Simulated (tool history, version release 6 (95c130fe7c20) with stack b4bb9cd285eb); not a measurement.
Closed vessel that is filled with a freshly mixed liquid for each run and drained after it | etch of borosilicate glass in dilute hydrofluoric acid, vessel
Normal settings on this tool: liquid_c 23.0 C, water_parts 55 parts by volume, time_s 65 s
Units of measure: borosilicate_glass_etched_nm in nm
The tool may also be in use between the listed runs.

run	day	liquid_c	water_parts	time_s	wafers since the last listed run	hours since the thermometer was replaced	hours since the hydrofluoric acid flow meter was replaced	hours since the gauge calibration	read-back film thickness of the borosilicate glass reference wafer, read on the same gauge (nm)	borosilicate_glass_etched_nm
1	0.000	23.0	55	65	0	1228.2	777.2	448.0	40.02	48.81
2	1.354	23.0	55	65	2665	1260.7	809.7	480.5	39.99	48.56
3	2.746	21.5	55	55	2738	1294.1	843.1	513.9	39.98	38.63
4	3.725	21.5	55	55	1927	1317.6	866.6	537.4	39.98	38.70
5	4.779	23.0	60	65	2074	1342.9	891.9	562.7	40.00	44.18
6	5.717	23.0	60	65	1845	1365.4	914.4	585.2	40.03	44.59
7	6.892	23.0	60	65	2312	1393.6	942.6	613.4	39.99	44.45
8	8.188	23.0	55	65	2550	1424.7	973.7	644.5	39.98	48.98
9	8.950	23.0	55	65	1500	1443.0	992.0	662.8	39.96	48.64
10	9.908	23.0	55	65	1886	1466.0	1015.0	685.8	39.99	49.13
11	10.983	23.0	55	65	2115	1491.8	1040.8	711.6	39.99	49.07
12	11.500	23.0	55	65	1016	1504.2	1053.2	724.0	39.99	49.24
# day 12.067: thermometer replaced
13	13.929	23.0	55	65	4698	44.7	1111.5	782.3	39.99	46.42
14	14.471	23.0	55	65	1066	57.7	1124.5	795.3	39.98	46.11
15	15.162	23.0	55	65	1361	74.3	1141.1	811.9	40.01	46.45
16	15.908	23.0	55	65	1467	92.2	1159.0	829.8	39.95	46.54
17	16.967	19.5	65	80	2082	117.6	1184.4	855.2	40.02	41.61
# day 17.412: gauge calibrated
18	17.812	27.5	75	90	1664	137.9	1204.7	9.6	40.02	55.05
19	19.154	25.0	25	75	2640	170.1	1236.9	41.8	39.98	133.97
# day 19.592: hydrofluoric acid flow meter replaced
20	20.083	19.0	80	65	1746	192.4	11.8	64.1	40.01	26.18
21	20.700	24.5	30	45	1213	207.2	26.6	78.9	39.99	65.37
22	21.596	26.0	40	65	1763	228.7	48.1	100.4	40.00	74.47
23	22.654	23.0	65	85	2082	254.1	73.5	125.8	39.98	51.48
24	23.396	23.0	55	65	1459	271.9	91.3	143.6	40.05	46.50
25	24.783	23.0	55	65	2730	305.2	124.6	176.9	40.04	46.87
26	26.038	23.0	55	65	2468	335.3	154.7	207.0	40.02	47.03
27	27.408	23.0	60	65	2697	368.2	187.6	239.9	40.03	42.91
28	27.917	25.0	55	85	1000	380.4	199.8	252.1	39.99	66.72
29	28.462	23.0	55	65	1074	393.5	212.9	265.2	40.05	47.02
30	30.583	19.0	25	75	4173	444.4	263.8	316.1	40.03	105.53
31	31.517	23.0	55	65	1836	466.8	286.2	338.5	40.00	47.26
32	32.296	23.0	55	65	1533	485.5	304.9	357.2	40.01	47.42
33	33.388	23.0	70	65	2148	511.7	331.1	383.4	40.01	36.49

Across each entry between runs, compare the hidden state at the last listed run before it with the hidden state at the first listed run after it:
Logged between run 12 and run 13: thermometer replaced (day 12.067)
  liquid hotter than its thermometer reads (K): 1.49 -> 0.134
  measured value less the no-hidden-state value, borosilicate_glass_etched_nm: +2.92 -> +0.24 nm
Logged between run 17 and run 18: gauge calibrated (day 17.412)
  liquid hotter than its thermometer reads (K): 0.202 -> 0.221
  measured value less the no-hidden-state value, borosilicate_glass_etched_nm: +0.35 -> +0.47 nm
Logged between run 19 and run 20: hydrofluoric acid flow meter replaced (day 19.592)
  liquid hotter than its thermometer reads (K): 0.251 -> 0.272
  measured value less the no-hidden-state value, borosilicate_glass_etched_nm: +1.39 -> +0.29 nm
